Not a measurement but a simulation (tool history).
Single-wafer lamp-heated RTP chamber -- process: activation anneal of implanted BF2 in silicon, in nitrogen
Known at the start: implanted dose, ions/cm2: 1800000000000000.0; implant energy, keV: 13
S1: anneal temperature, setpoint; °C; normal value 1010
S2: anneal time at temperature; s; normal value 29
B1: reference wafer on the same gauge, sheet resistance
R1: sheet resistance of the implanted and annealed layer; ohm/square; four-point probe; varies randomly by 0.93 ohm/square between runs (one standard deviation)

Run 1, day 0.000: usual settings; B1 184.01. Result: R1 176.48 ohm/square.
Run 2, day 1.983: usual settings; B1 184.01. Result: R1 174.92 ohm/square.
At day 4.654: reflector plate cleaned.
Run 3, day 4.771: usual settings; B1 184.26. Result: R1 176.59 ohm/square.
Run 4, day 7.650: usual settings; B1 184.04. Result: R1 176.60 ohm/square.
At day 9.088: pyrometer window cleaned and pyrometer calibrated.
Run 5, day 10.542: usual settings; B1 184.11. Result: R1 179.86 ohm/square.
Run 6, day 13.271: usual settings; B1 184.09. Result: R1 179.39 ohm/square.
At day 19.046: gauge calibrated.
Run 7, day 21.200: usual settings; B1 184.23. Result: R1 174.61 ohm/square.
Run 8, day 23.192: usual settings; B1 184.02. Result: R1 173.00 ohm/square.
At day 24.550: pyrometer window cleaned and pyrometer calibrated.
Run 9, day 25.567: usual settings; B1 184.01. Result: R1 177.34 ohm/square.
At day 26.300: reflector plate cleaned.
Run 10, day 27.375: usual settings; B1 183.89. Result: R1 180.80 ohm/square.
Run 11, day 29.154: usual settings; B1 184.09. Result: R1 178.93 ohm/square.
Run 12, day 30.208: usual settings; B1 183.81. Result: R1 178.16 ohm/square.
Run 13, day 31.354: usual settings; B1 183.85. Result: R1 178.52 ohm/square.
Run 14, day 33.542: usual settings but S1 1030 °C; B1 184.10. Result: R1 149.49 ohm/square.
Run 15, day 34.883: usual settings but S1 1030 °C; B1 183.96. Result: R1 148.19 ohm/square.
Run 16, day 36.983: usual settings but S1 1024 °C; B1 183.90. Result: R1 155.81 ohm/square.
Run 17, day 39.854: usual settings but S1 1034 °C; B1 184.03. Result: R1 141.87 ohm/square.
At day 40.796: pyrometer window cleaned and pyrometer calibrated.
Run 18, day 41.875: usual settings; B1 183.84. Result: R1 178.67 ohm/square.
Run 19, day 44.833: usual settings; B1 184.02. Result: R1 177.63 ohm/square.
At day 46.108: reflector plate cleaned.
Run 20, day 47.312: usual settings but S1 999 °C; B1 184.25. Result: R1 199.12 ohm/square.
Run 21, day 50.158: usual settings but S1 1000 °C, S2 17 s; B1 183.95. Result: R1 224.96 ohm/square.
Run 22, day 51.517: usual settings; B1 183.94. Result: R1 177.65 ohm/square.
Run 23, day 53.775: usual settings; B1 184.08. Result: R1 176.80 ohm/square.
At day 54.604: pyrometer window cleaned and pyrometer calibrated.
Run 24, day 56.508: usual settings but S1 986 °C, S2 14 s; B1 184.08. Result: R1 264.57 ohm/square.
At day 58.421: gauge calibrated.
Run 25, day 61.958: usual settings but S1 1038 °C, S2 24 s; B1 184.02. Result: R1 144.84 ohm/square.
Run 26, day 64.108: usual settings but S1 1033 °C, S2 41 s; B1 184.02. Result: R1 131.89 ohm/square.
At day 66.642: reflector plate cleaned.
Run 27, day 67.033: usual settings but S2 16 s; B1 184.24. Result: R1 205.13 ohm/square.
Run 28, day 70.008: usual settings but S1 1034 °C; B1 183.96. Result: R1 142.87 ohm/square.
At day 72.042: pyrometer window cleaned and pyrometer calibrated.
Run 29, day 72.167: usual settings but S1 1034 °C, S2 16 s; B1 184.08. Result: R1 170.13 ohm/square.
Run 30, day 74.883: usual settings; B1 184.34. Result: R1 177.51 ohm/square.
Run 31, day 76.592: usual settings but S1 1033 °C, S2 15 s; B1 184.12. Result: R1 172.27 ohm/square.

How would selected steps in R1 from run to run divide? Give the signed amount a tool lacking its hidden state would still show from settings, what came in and random variation, and the signed amount left for the hidden state, including any gauge scatter that is not in both of the compared results.
The tool's hidden condition here consists of: true wafer temperature minus pyrometer reading, K; wafer temperature error from the tarnished reflector plate, K; gauge reads high (%).
Run 4 -> 5: pyrometer window cleaned and pyrometer calibrated. R1 +3.26 ohm/square: hidden state +5.19, all else -1.93.
Run 6 -> 7: gauge calibrated. R1 -4.78 ohm/square: hidden state -4.63, all else -0.15.
Run 9 -> 10: reflector plate cleaned. R1 +3.46 ohm/square: hidden state +4.03, all else -0.57.
Run 23 -> 24: S1 1010 -> 986, S2 29 -> 14, pyrometer window cleaned and pyrometer calibrated. R1 +87.77 ohm/square: hidden state +2.05, all else +85.72.
Run 24 -> 25: S1 986 -> 1038, S2 14 -> 24, gauge calibrated. R1 -119.73 ohm/square: hidden state -0.42, all else -119.31.
Run 26 -> 27: S1 1033 -> 1010, S2 41 -> 16, reflector plate cleaned. R1 +73.24 ohm/square: hidden state -1.49, all else +74.73.
